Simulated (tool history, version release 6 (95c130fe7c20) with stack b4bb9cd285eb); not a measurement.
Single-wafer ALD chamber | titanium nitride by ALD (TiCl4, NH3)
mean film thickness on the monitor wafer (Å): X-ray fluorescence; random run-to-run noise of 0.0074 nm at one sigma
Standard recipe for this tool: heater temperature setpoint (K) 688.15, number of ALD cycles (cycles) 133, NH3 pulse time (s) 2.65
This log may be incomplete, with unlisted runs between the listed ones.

run    hour  heater temperature setpoint (K)  number of ALD cycles (cycles)  NH3 pulse time (s)  read-back reference wafer on the same gauge, thickness_nm  mean film thickness on the monitor wafer (Å)
  1     0.0                           679.15                            133                2.65                                                      2.781                                         29.53
  2    33.5                           679.15                            133                2.65                                                      2.779                                         29.55
  3    93.8                           688.15                            144                2.65                                                      2.779                                         32.07
  4   152.5                           688.15                            144                2.65                                                      2.779                                         32.04
  5   185.6                           688.15                            144                2.65                                                      2.781                                         32.05
  6   220.6                           688.15                            133                2.65                                                      2.778                                         29.73
  7   281.7                           688.15                            133                2.65                                                      2.781                                         29.66
  8   348.1                           688.15                            133                2.65                                                      2.780                                         29.71
  9   399.0                           688.15                            133                2.65                                                      2.779                                         29.62
 10   455.6                           688.15                            133                3.25                                                      2.780                                         29.74
 11   514.1                           688.15                            133                3.25                                                      2.781                                         29.68
 12   549.5                           688.15                            133                3.25                                                      2.779                                         29.73
 13   584.0                           688.15                            133                2.65                                                      2.780                                         29.59
      611.1  -- showerhead replaced
 14   649.5                           688.15                            133                2.65                                                      2.780                                         29.73
 15   683.1                           688.15                            148                2.65                                                      2.777                                         32.94
      777.4  -- gauge calibrated
 16   848.5                           682.15                            133                1.66                                                      2.780                                         29.14
 17   916.8                           688.15                            133                3.25                                                      2.781                                         29.76
 18   956.5                           688.15                            133                2.65                                                      2.780                                         29.56
 19  1024.2                           675.15                            156                1.61                                                      2.782                                         34.11
     1096.2  -- thermocouple changed; heater temperature recalibrated
 20  1141.8                           684.15                            158                1.68                                                      2.782                                         34.61
 21  1168.0                           702.15                            111                1.94                                                      2.783                                         24.66
 22  1229.1                           697.15                            110                3.40                                                      2.782                                         24.77
 23  1255.0                           688.15                            133                2.65                                                      2.778                                         29.62
 24  1326.4                           694.15                            133                2.65                                                      2.776                                         29.68
 25  1370.7                           682.15                            112                2.25                                                      2.781                                         24.78
 26  1412.7                           688.15                            142                2.20                                                      2.779                                         31.47
 27  1477.3                           688.15                            133                2.65                                                      2.781                                         29.64
 28  1532.0                           699.15                            159                3.23                                                      2.781                                         35.69
 29  1561.7                           688.15                            133                3.02                                                      2.780                                         29.73

What if the next run were any one of these 5? Each begins from the tool's condition after run 29:
  A  1562.4                           688.15                            133                2.65                                                          ?                                             ?
  B  1562.4                           692.15                            159                3.38                                                          ?                                             ?
  C  1562.4                           693.15                            147                3.70                                                          ?                                             ?
  D  1562.4                           688.15                            150                1.79                                                          ?                                             ?
  E  1562.4                           677.15                            110                3.26                                                          ?                                             ?

run  read-back reference wafer on the same gauge, thickness_nm  mean film thickness on the monitor wafer (Å)
  A                                                      2.778                                         29.64
  B                                                      2.778                                         35.65
  C                                                      2.778                                         33.02
  D                                                      2.778                                         33.10
  E                                                      2.778                                         24.60
With no hidden state in the tool, these same runs would have given:
run  mean film thickness on the monitor wafer (Å)
  A                                         29.64
  B                                         35.65
  C                                         33.02
  D                                         33.10
  E                                         24.60
